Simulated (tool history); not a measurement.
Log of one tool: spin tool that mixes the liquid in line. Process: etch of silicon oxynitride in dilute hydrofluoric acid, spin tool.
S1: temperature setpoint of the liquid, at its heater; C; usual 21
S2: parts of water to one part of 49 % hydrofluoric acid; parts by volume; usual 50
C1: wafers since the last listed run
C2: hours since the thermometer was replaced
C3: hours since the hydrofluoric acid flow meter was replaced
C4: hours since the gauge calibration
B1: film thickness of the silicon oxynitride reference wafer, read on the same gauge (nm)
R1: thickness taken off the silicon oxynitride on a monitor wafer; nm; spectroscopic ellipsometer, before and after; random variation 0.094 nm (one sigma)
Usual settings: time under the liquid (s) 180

Run 1, hour 0: usual settings; C1 0; C2 563.8; C3 644; C4 688.6; B1 100.01. Result: R1 11.49 nm.
Run 2, hour 60.2: usual settings; C1 399; C2 624; C3 704.2; C4 748.8; B1 100.01. Result: R1 11.24 nm.
Run 3, hour 112.1: usual settings; C1 344; C2 675.9; C3 756.1; C4 800.7; B1 100.01. Result: R1 11.37 nm.
At hour 118.1: gauge calibrated.
Run 4, hour 168.7: usual settings; C1 375; C2 732.5; C3 812.7; C4 50.6; B1 100.01. Result: R1 11.24 nm.
Run 5, hour 237.5: usual settings; C1 456; C2 801.3; C3 881.5; C4 119.4; B1 100. Result: R1 11.41 nm.
Run 6, hour 308.4: usual settings; C1 470; C2 872.2; C3 952.4; C4 190.3; B1 100.02. Result: R1 11.27 nm.
Run 7, hour 367.9: usual settings but S1 25 C; C1 395; C2 931.7; C3 1011.9; C4 249.8; B1 100.01. Result: R1 13.79 nm.
Run 8, hour 409.6: usual settings but S1 25 C; C1 276; C2 973.4; C3 1053.6; C4 291.5; B1 100. Result: R1 13.73 nm.
Run 9, hour 439: usual settings; C1 195; C2 1002.8; C3 1083; C4 320.9; B1 99.95. Result: R1 11.2 nm.
Run 10, hour 501.7: usual settings but S2 55 parts by volume; C1 416; C2 1065.5; C3 1145.7; C4 383.6; B1 99.99. Result: R1 10.24 nm.
At hour 551.2: thermometer replaced.
Run 11, hour 566: usual settings but S2 65 parts by volume; C1 420; C2 14.8; C3 1210; C4 447.9; B1 99.98. Result: R1 8.94 nm.
Run 12, hour 606.2: usual settings but S2 65 parts by volume; C1 266; C2 55; C3 1250.2; C4 488.1; B1 100.01. Result: R1 8.98 nm.
Run 13, hour 651.9: usual settings but S2 40 parts by volume; C1 303; C2 100.7; C3 1295.9; C4 533.8; B1 100.04. Result: R1 14.67 nm.
Run 14, hour 692: usual settings but S2 40 parts by volume; C1 266; C2 140.8; C3 1336; C4 573.9; B1 99.98. Result: R1 14.52 nm.
Run 15, hour 760.2: usual settings but S2 40 parts by volume; C1 452; C2 209; C3 1404.2; C4 642.1; B1 99.97. Result: R1 14.83 nm.
Run 16, hour 794.4: usual settings; C1 227; C2 243.2; C3 1438.4; C4 676.3; B1 100.04. Result: R1 11.75 nm.
Run 17, hour 862.7: usual settings but S2 40 parts by volume, time under the liquid (s) 220; C1 453; C2 311.5; C3 1506.7; C4 744.6; B1 100.02. Result: R1 17.99 nm.
Run 18, hour 896: usual settings but S1 17 C, S2 70 parts by volume, time under the liquid (s) 115; C1 221; C2 344.8; C3 1540; C4 777.9; B1 100. Result: R1 4.33 nm.

Run 19 comes next. What will it give?
Run 19, hour 958.2: usual settings but S2 35 parts by volume, time under the liquid (s) 275; C1 413; C2 407; C3 1602.2; C4 840.1; B1 ?. Result: R1 ?.

Run 19 gave B1 100, R1 25.79 nm.
Without the tool's hidden state the same run would have given R1 25.19 nm.

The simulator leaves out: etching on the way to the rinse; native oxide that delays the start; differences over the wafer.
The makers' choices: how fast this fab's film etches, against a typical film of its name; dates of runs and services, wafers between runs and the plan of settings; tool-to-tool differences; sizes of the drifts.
